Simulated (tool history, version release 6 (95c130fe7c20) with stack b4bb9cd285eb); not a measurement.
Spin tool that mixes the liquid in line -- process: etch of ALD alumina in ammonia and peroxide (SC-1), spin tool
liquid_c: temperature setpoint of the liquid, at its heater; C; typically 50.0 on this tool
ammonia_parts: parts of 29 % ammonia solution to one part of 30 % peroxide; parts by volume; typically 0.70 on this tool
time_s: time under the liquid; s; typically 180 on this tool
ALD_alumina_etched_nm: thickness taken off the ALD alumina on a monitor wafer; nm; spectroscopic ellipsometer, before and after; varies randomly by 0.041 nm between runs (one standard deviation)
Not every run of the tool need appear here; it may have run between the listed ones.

run   hour  liquid_c  ammonia_parts  time_s  wafers since the last listed run  hours since the thermometer was replaced  hours since the ammonia flow meter was replaced  hours since the heated supply line was repaired  hours since the drum of ammonia solution was connected  hours since the gauge calibration  read-back film thickness of the ALD alumina reference wafer, read on the same gauge (nm)  ALD_alumina_etched_nm
  1    0.0      52.5           0.70     180                                 0                                     262.6                                            136.4                                           3706.3                                                    77.9                              881.0                                                                                     30.00                   7.81
      14.3  -- heated supply line repaired
  2   16.8      50.0           0.70     180                               167                                     279.4                                            153.2                                              2.5                                                    94.7                              897.8                                                                                     29.99                   6.78
  3   30.4      50.0           0.45     135                               144                                     293.0                                            166.8                                             16.1                                                   108.3                              911.4                                                                                     30.00                   4.97
  4   66.3      54.0           0.90     180                               380                                     328.9                                            202.7                                             52.0                                                   144.2                              947.3                                                                                     30.00                   8.69
  5  110.8      50.0           0.70     180                               472                                     373.4                                            247.2                                             96.5                                                   188.7                              991.8                                                                                     30.02                   6.87
  6  127.8      50.0           0.90     220                               180                                     390.4                                            264.2                                            113.5                                                   205.7                             1008.8                                                                                     30.01                   8.50
  7  153.1      40.5           0.95      80                               268                                     415.7                                            289.5                                            138.8                                                   231.0                             1034.1                                                                                     29.99                   1.81
     161.1  -- gauge calibrated
  8  185.2      50.0           0.70     100                               340                                     447.8                                            321.6                                            170.9                                                   263.1                               24.1                                                                                     29.99                   3.83
  9  200.8      43.0           0.95     265                               165                                     463.4                                            337.2                                            186.5                                                   278.7                               39.7                                                                                     30.00                   6.98
 10  224.2      60.0           0.50     120                               248                                     486.8                                            360.6                                            209.9                                                   302.1                               63.1                                                                                     30.00                   7.47
     249.9  -- new drum of ammonia solution connected
 11  258.4      57.0           1.05     180                               352                                     521.0                                            394.8                                            244.1                                                     8.5                               97.3                                                                                     30.01                  10.48
 12  292.2      53.5           0.35     130                               358                                     554.8                                            428.6                                            277.9                                                    42.3                              131.1                                                                                     30.01                   5.61
 13  324.4      46.0           0.70     125                               341                                     587.0                                            460.8                                            310.1                                                    74.5                              163.3                                                                                     30.02                   3.84
 14  337.0      41.0           0.50     125                               133                                     599.6                                            473.4                                            322.7                                                    87.1                              175.9                                                                                     30.01                   2.78
 15  363.1      50.0           0.50     110                               276                                     625.7                                            499.5                                            348.8                                                   113.2                              202.0                                                                                     30.01                   4.09
 16  386.7      50.0           0.50     125                               250                                     649.3                                            523.1                                            372.4                                                   136.8                              225.6                                                                                     30.00                   4.65
 17  416.7      50.0           0.70     180                               318                                     679.3                                            553.1                                            402.4                                                   166.8                              255.6                                                                                     30.00                   6.94
 18  437.6      50.0           0.70     280                               221                                     700.2                                            574.0                                            423.3                                                   187.7                              276.5                                                                                     29.98                  10.86
 19  473.2      46.0           0.95      80                               377                                     735.8                                            609.6                                            458.9                                                   223.3                              312.1                                                                                     30.00                   2.56
 20  494.6      58.5           0.35     180                               227                                     757.2                                            631.0                                            480.3                                                   244.7                              333.5                                                                                     29.98                  10.30
     510.7  -- new drum of ammonia solution connected
 21  524.8      50.0           0.70     180                               309                                     787.4                                            661.2                                            510.5                                                    14.1                              363.7                                                                                     30.00                   7.02
 22  542.2      50.0           0.70     215                               184                                     804.8                                            678.6                                            527.9                                                    31.5                              381.1                                                                                     30.00                   8.20
 23  571.9      50.0           0.70     110                               315                                     834.5                                            708.3                                            557.6                                                    61.2                              410.8                                                                                     30.00                   4.24
 24  606.7      52.5           0.80     180                               369                                     869.3                                            743.1                                            592.4                                                    96.0                              445.6                                                                                     30.04                   8.03
     612.3  -- ammonia flow meter replaced
 25  623.4      41.5           0.55      80                               166                                     886.0                                             11.1                                            609.1                                                   112.7                              462.3                                                                                     30.00                   1.87

Alternative continuations, all from the tool just after run 25; predict every row:
  A  623.9      50.0           0.70     180                                 5                                     886.5                                             11.6                                            609.6                                                   113.2                              462.8                                                                                         ?                      ?
  B  623.9      47.0           0.55      90                                 5                                     886.5                                             11.6                                            609.6                                                   113.2                              462.8                                                                                         ?                      ?
  C  623.9      45.0           0.70     250                                 5                                     886.5                                             11.6                                            609.6                                                   113.2                              462.8                                                                                         ?                      ?
  D  623.9      50.0           0.70      75                                 5                                     886.5                                             11.6                                            609.6                                                   113.2                              462.8                                                                                         ?                      ?

run  read-back film thickness of the ALD alumina reference wafer, read on the same gauge (nm)  ALD_alumina_etched_nm
  A                                                                                     29.98                   6.95
  B                                                                                     29.98                   2.88
  C                                                                                     29.98                   7.31
  D                                                                                     29.98                   2.90
Without the tool's hidden state the same runs would have given:
run  ALD_alumina_etched_nm
  A                   6.69
  B                   2.77
  C                   7.03
  D                   2.79

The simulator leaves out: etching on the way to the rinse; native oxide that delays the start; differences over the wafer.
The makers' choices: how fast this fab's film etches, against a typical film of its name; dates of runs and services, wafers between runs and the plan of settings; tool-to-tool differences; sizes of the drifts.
